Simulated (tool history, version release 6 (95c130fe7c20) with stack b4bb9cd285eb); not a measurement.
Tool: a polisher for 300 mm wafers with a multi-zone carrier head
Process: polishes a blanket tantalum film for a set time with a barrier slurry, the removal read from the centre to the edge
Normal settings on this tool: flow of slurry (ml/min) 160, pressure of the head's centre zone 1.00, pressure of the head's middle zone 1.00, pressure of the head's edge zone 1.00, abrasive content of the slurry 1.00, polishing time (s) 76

run,hour,flow of slurry (ml/min),pressure of the head's centre zone,pressure of the head's middle zone,pressure of the head's edge zone,abrasive content of the slurry,polishing time (s),wafers since the last listed run,wafers polished on this pad,hours since the slurry nozzle was cleaned,hours since the centre zone pressure was calibrated,hours since the edge zone pressure was calibrated,hours since the carrier head's membrane was replaced,"incoming thickness of the incoming film, nm",film removed at the wafer's centre (Å),film removed at mid-radius (Å),film removed at the wafer's edge (Å)
1,0.0,200,1.00,1.00,0.94,1.00,76,0,6,135.7,1237.1,438.6,1344.3,299.0,1073,1104,1033
2,11.9,200,1.00,1.00,0.94,1.00,76,144,150,147.6,1249.0,450.5,1356.2,303.6,1068,1078,1036
3,21.7,195,1.00,1.00,1.00,1.00,57,118,269,157.4,1258.8,460.3,1366.0,299.6,789,805,791
4,32.3,195,1.00,1.00,1.00,1.00,57,128,398,168.0,1269.4,470.9,1376.6,304.8,792,814,781
5,40.0,195,1.00,1.00,1.00,1.00,57,93,491,175.7,1277.1,478.6,1384.3,301.0,792,796,784
6,53.3,160,1.00,1.00,1.00,0.75,76,161,653,189.0,1290.4,491.9,1397.6,294.9,900,910,906
7,67.9,160,1.00,0.93,1.00,1.10,101,177,830,203.6,1305.0,506.5,1412.2,303.6,1346,1320,1367
8,76.1,160,1.00,1.00,1.12,1.00,66,99,929,211.8,1313.2,514.7,1420.4,302.0,856,873,915
# hour 90.3: centre zone pressure recalibrated
9,92.5,140,1.00,1.00,1.00,0.90,54,174,1104,228.2,2.2,531.1,1436.8,303.2,647,665,667
# hour 101.6: worn pad replaced by a new one
10,105.1,160,1.00,1.00,1.00,1.00,76,104,42,240.8,14.8,543.7,1449.4,303.0,1031,1034,1034
# hour 114.2: edge zone pressure recalibrated
11,114.7,140,1.00,1.04,1.00,0.85,76,92,134,250.4,24.4,0.5,1459.0,295.2,935,984,941
12,131.1,160,1.00,1.00,0.90,1.00,76,199,333,266.8,40.8,16.9,1475.4,305.2,989,1024,978
# hour 141.3: slurry nozzle cleaned
13,143.6,160,1.07,1.00,0.88,1.00,76,139,473,2.3,53.3,29.4,1487.9,297.1,1054,1027,951
14,154.9,125,1.00,1.00,1.00,1.30,62,137,610,13.6,64.6,40.7,1499.2,300.2,819,842,838
# hour 160.8: carrier head's membrane replaced by a new one
15,161.3,160,1.00,1.00,1.00,1.00,76,16,627,20.0,71.0,47.1,0.5,299.3,995,977,1009
16,170.4,160,1.00,0.95,1.00,1.00,68,110,737,29.1,80.1,56.2,9.6,298.4,888,851,884
17,180.9,160,1.00,1.00,1.00,1.00,76,127,865,39.6,90.6,66.7,20.1,297.2,976,997,993
18,196.0,160,1.07,0.94,1.00,1.00,76,183,1048,54.7,105.7,81.8,35.2,301.0,1048,925,987
# hour 211.1: worn pad replaced by a new one
19,211.6,160,0.92,1.00,1.10,1.00,76,140,5,70.3,121.3,97.4,50.8,296.6,942,1042,1080
20,220.2,215,1.09,1.09,1.00,1.00,90,104,110,78.9,129.9,106.0,59.4,297.4,1388,1360,1256
21,234.9,160,1.00,1.00,0.93,1.00,76,178,288,93.6,144.6,120.7,74.1,297.9,1013,1036,978
22,247.9,160,1.00,1.00,1.00,1.00,85,157,446,106.6,157.6,133.7,87.1,305.3,1119,1144,1129

Entry by entry between the runs, the difference in hidden state between the last listed run before and the first listed run after:
Logged between run 8 and run 9: centre zone pressure recalibrated (hour 90.3)
  removal rate lost through wear of the pad, %: 4.21 -> 5.09
  difference, measured minus the result without the unlogged condition, film removed at the wafer's centre (Å): -38 -> -35; film removed at mid-radius (Å): -38 -> -36; film removed at the wafer's edge (Å): -40 -> -36
Logged between run 9 and run 10: worn pad replaced by a new one (hour 101.6)
  removal rate lost through wear of the pad, %: 5.09 -> 0.868
  difference, measured minus the result without the unlogged condition, film removed at the wafer's centre (Å): -35 -> -9; film removed at mid-radius (Å): -36 -> -10; film removed at the wafer's edge (Å): -36 -> -9
Logged between run 10 and run 11: edge zone pressure recalibrated (hour 114.2)
  removal rate lost through wear of the pad, %: 0.868 -> 1.38
  difference, measured minus the result without the unlogged condition, film removed at the wafer's centre (Å): -9 -> -13; film removed at mid-radius (Å): -10 -> -14; film removed at the wafer's edge (Å): -9 -> -13
Logged between run 12 and run 13: slurry nozzle cleaned (hour 141.3)
  removal rate lost through wear of the pad, %: 2.26 -> 2.93
  difference, measured minus the result without the unlogged condition, film removed at the wafer's centre (Å): -23 -> -32; film removed at mid-radius (Å): -24 -> -31; film removed at the wafer's edge (Å): -22 -> -29
Logged between run 14 and run 15: carrier head's membrane replaced by a new one (hour 160.8)
  removal rate lost through wear of the pad, %: 3.54 -> 3.88
  difference, measured minus the result without the unlogged condition, film removed at the wafer's centre (Å): -30 -> -40; film removed at mid-radius (Å): -31 -> -39; film removed at the wafer's edge (Å): -31 -> -40
Logged between run 18 and run 19: worn pad replaced by a new one (hour 211.1)
  removal rate lost through wear of the pad, %: 5.75 -> 0.513
  difference, measured minus the result without the unlogged condition, film removed at the wafer's centre (Å): -64 -> -4; film removed at mid-radius (Å): -57 -> -6; film removed at the wafer's edge (Å): -61 -> -6

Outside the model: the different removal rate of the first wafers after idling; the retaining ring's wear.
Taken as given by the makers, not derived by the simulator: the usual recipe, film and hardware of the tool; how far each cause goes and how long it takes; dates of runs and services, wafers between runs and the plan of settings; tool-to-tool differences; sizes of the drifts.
